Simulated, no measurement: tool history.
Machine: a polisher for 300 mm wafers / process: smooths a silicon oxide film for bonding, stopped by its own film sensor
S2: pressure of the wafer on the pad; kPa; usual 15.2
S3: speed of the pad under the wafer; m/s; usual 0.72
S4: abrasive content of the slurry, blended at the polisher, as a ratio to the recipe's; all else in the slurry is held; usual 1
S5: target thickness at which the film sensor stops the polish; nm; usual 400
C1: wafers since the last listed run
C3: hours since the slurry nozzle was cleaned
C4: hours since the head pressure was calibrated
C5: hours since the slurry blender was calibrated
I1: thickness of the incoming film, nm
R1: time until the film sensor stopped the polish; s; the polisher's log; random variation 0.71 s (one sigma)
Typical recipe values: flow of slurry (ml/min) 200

Run 1, day 0: usual settings; C1 0; wafers polished on this pad 929; C3 213.7; C4 853.4; C5 299.8; I1 458.3. Result: R1 92 s.
At day 0.246: slurry blender recalibrated.
Run 2, day 1.033: usual settings; C1 203; wafers polished on this pad 1133; C3 238.5; C4 878.2; C5 18.9; I1 448.6. Result: R1 71 s.
Run 3, day 2.317: usual settings; C1 275; wafers polished on this pad 1409; C3 269.3; C4 909; C5 49.7; I1 445.3. Result: R1 66.4 s.
At day 2.646: worn pad replaced by a new one.
Run 4, day 3.138: usual settings but flow of slurry (ml/min) 175; C1 140; wafers polished on this pad 105; C3 289; C4 928.7; C5 69.4; I1 450. Result: R1 76 s.
Run 5, day 5.325: usual settings; C1 469; wafers polished on this pad 574; C3 341.5; C4 981.2; C5 121.9; I1 454.9. Result: R1 83.1 s.
Run 6, day 6.054: usual settings; C1 156; wafers polished on this pad 731; C3 359; C4 998.7; C5 139.4; I1 447.5. Result: R1 71.8 s.
At day 6.292: slurry nozzle cleaned.
Run 7, day 7.083: usual settings but S5 394 nm; C1 212; wafers polished on this pad 943; C3 19; C4 1023.4; C5 164.1; I1 452.6. Result: R1 91.3 s.
Run 8, day 8.4: usual settings but S5 394 nm; C1 282; wafers polished on this pad 1226; C3 50.6; C4 1055; C5 195.7; I1 455.8. Result: R1 94.2 s.
At day 8.608: worn pad replaced by a new one.
Run 9, day 8.921: usual settings but S5 394 nm; C1 76; wafers polished on this pad 67; C3 63.1; C4 1067.5; C5 208.2; I1 453.5. Result: R1 90.9 s.
Run 10, day 9.421: usual settings; C1 107; wafers polished on this pad 174; C3 75.1; C4 1079.5; C5 220.2; I1 455.5. Result: R1 85.9 s.
Run 11, day 10.675: usual settings; C1 269; wafers polished on this pad 443; C3 105.2; C4 1109.6; C5 250.3; I1 442.2. Result: R1 64.9 s.
Run 12, day 11.596: usual settings; C1 197; wafers polished on this pad 641; C3 127.3; C4 1131.7; C5 272.4; I1 451.2. Result: R1 80.1 s.
Run 13, day 12.925: usual settings but S5 404 nm; C1 285; wafers polished on this pad 926; C3 159.2; C4 1163.6; C5 304.3; I1 445.7. Result: R1 64.4 s.
At day 13.55: head pressure recalibrated.
Run 14, day 13.571: usual settings but S5 404 nm; C1 120; wafers polished on this pad 1047; C3 174.7; C4 0.5; C5 319.8; I1 446.9. Result: R1 66.7 s.
Run 15, day 14.642: usual settings but S5 404 nm; C1 229; wafers polished on this pad 1277; C3 200.4; C4 26.2; C5 345.5; I1 454.7. Result: R1 78.2 s.
At day 14.883: worn pad replaced by a new one.
At day 15.058: slurry blender recalibrated.
Run 16, day 15.933: usual settings; C1 223; wafers polished on this pad 207; C3 231.4; C4 57.2; C5 21; I1 447.4. Result: R1 82.4 s.
Run 17, day 16.458: usual settings; C1 112; wafers polished on this pad 320; C3 244; C4 69.8; C5 33.6; I1 450.6. Result: R1 88.4 s.
Run 18, day 17.846: usual settings; C1 297; wafers polished on this pad 618; C3 277.3; C4 103.1; C5 66.9; I1 443.2. Result: R1 77.4 s.
Run 19, day 18.367: usual settings but S2 18.6 kPa, S5 387 nm; C1 111; wafers polished on this pad 729; C3 289.8; C4 115.6; C5 79.4; I1 450.9. Result: R1 94.8 s.
At day 18.796: slurry blender recalibrated, repeated, since the last time left the tool worse.
Run 20, day 19.088: usual settings but S3 0.64 m/s; C1 136; wafers polished on this pad 866; C3 307.1; C4 132.9; C5 7; I1 443.9. Result: R1 68.6 s.
Run 21, day 19.883: usual settings but flow of slurry (ml/min) 220, S2 9.7 kPa, S3 0.84 m/s, S5 413 nm; C1 170; wafers polished on this pad 1037; C3 326.2; C4 152; C5 26.1; I1 444.9. Result: R1 66 s.
At day 21.025: worn pad replaced by a new one.
Run 22, day 21.046: usual settings but S2 20.7 kPa, S3 0.58 m/s; C1 213; wafers polished on this pad 4; C3 354.1; C4 179.9; C5 54; I1 443. Result: R1 54.1 s.
Run 23, day 21.617: usual settings but flow of slurry (ml/min) 140, S2 17.2 kPa; C1 122; wafers polished on this pad 126; C3 367.8; C4 193.6; C5 67.7; I1 445.7. Result: R1 62.2 s.
At day 21.658: slurry nozzle cleaned.
Run 24, day 22.154: usual settings but S5 394 nm; C1 106; wafers polished on this pad 233; C3 11.9; C4 206.5; C5 80.6; I1 451.7. Result: R1 85.8 s.
Run 25, day 22.662: usual settings but S5 394 nm; C1 109; wafers polished on this pad 342; C3 24.1; C4 218.7; C5 92.8; I1 448.7. Result: R1 81.2 s.
Run 26, day 23.446: usual settings but S2 20.7 kPa, S3 0.98 m/s, S4 0.7, S5 382 nm; C1 168; wafers polished on this pad 510; C3 42.9; C4 237.5; C5 111.6; I1 450.7. Result: R1 69.8 s.
Run 27, day 25.988: usual settings but flow of slurry (ml/min) 225, S3 0.92 m/s, S5 382 nm; C1 545; wafers polished on this pad 1056; C3 103.9; C4 298.5; C5 172.6; I1 449.8. Result: R1 86.1 s.
Run 28, day 26.688: usual settings but S3 0.62 m/s, S4 0.75; C1 150; wafers polished on this pad 1206; C3 120.7; C4 315.3; C5 189.4; I1 446.8. Result: R1 90.4 s.
At day 27.038: worn pad replaced by a new one.
Run 29, day 27.512: usual settings but flow of slurry (ml/min) 165, S3 0.88 m/s, S4 0.75, S5 417 nm; C1 141; wafers polished on this pad 101; C3 140.5; C4 335.1; C5 209.2; I1 442. Result: R1 38.5 s.
Run 30, day 29.008: usual settings but S2 10.3 kPa, S3 0.9 m/s; C1 321; wafers polished on this pad 423; C3 176.4; C4 371; C5 245.1; I1 452.9. Result: R1 100.1 s.
Run 31, day 29.733: usual settings; C1 155; wafers polished on this pad 578; C3 193.8; C4 388.4; C5 262.5; I1 448.3. Result: R1 74.2 s.

Predict each of these 3 candidate next runs independently; none follows another, all start after run 31:
Run A, day 29.75: usual settings; C1 3; wafers polished on this pad 582; C3 194.2; C4 388.8; C5 262.9; I1 448.2. Result: R1 ?.
Run B, day 29.75: usual settings but flow of slurry (ml/min) 270, S2 13.1 kPa, S3 0.9 m/s, S4 1.25; C1 3; wafers polished on this pad 582; C3 194.2; C4 388.8; C5 262.9; I1 448.2. Result: R1 ?.
Run C, day 29.75: usual settings but flow of slurry (ml/min) 245, S2 11 kPa, S3 0.8 m/s, S4 0.85; C1 3; wafers polished on this pad 582; C3 194.2; C4 388.8; C5 262.9; I1 448.2. Result: R1 ?.

run     R1
  A   75.1
  B   65.7
  C  100.3
With no hidden state in the tool, these same runs would have given:
run    R1
  A  69.4
  B  61.2
  C  92.1
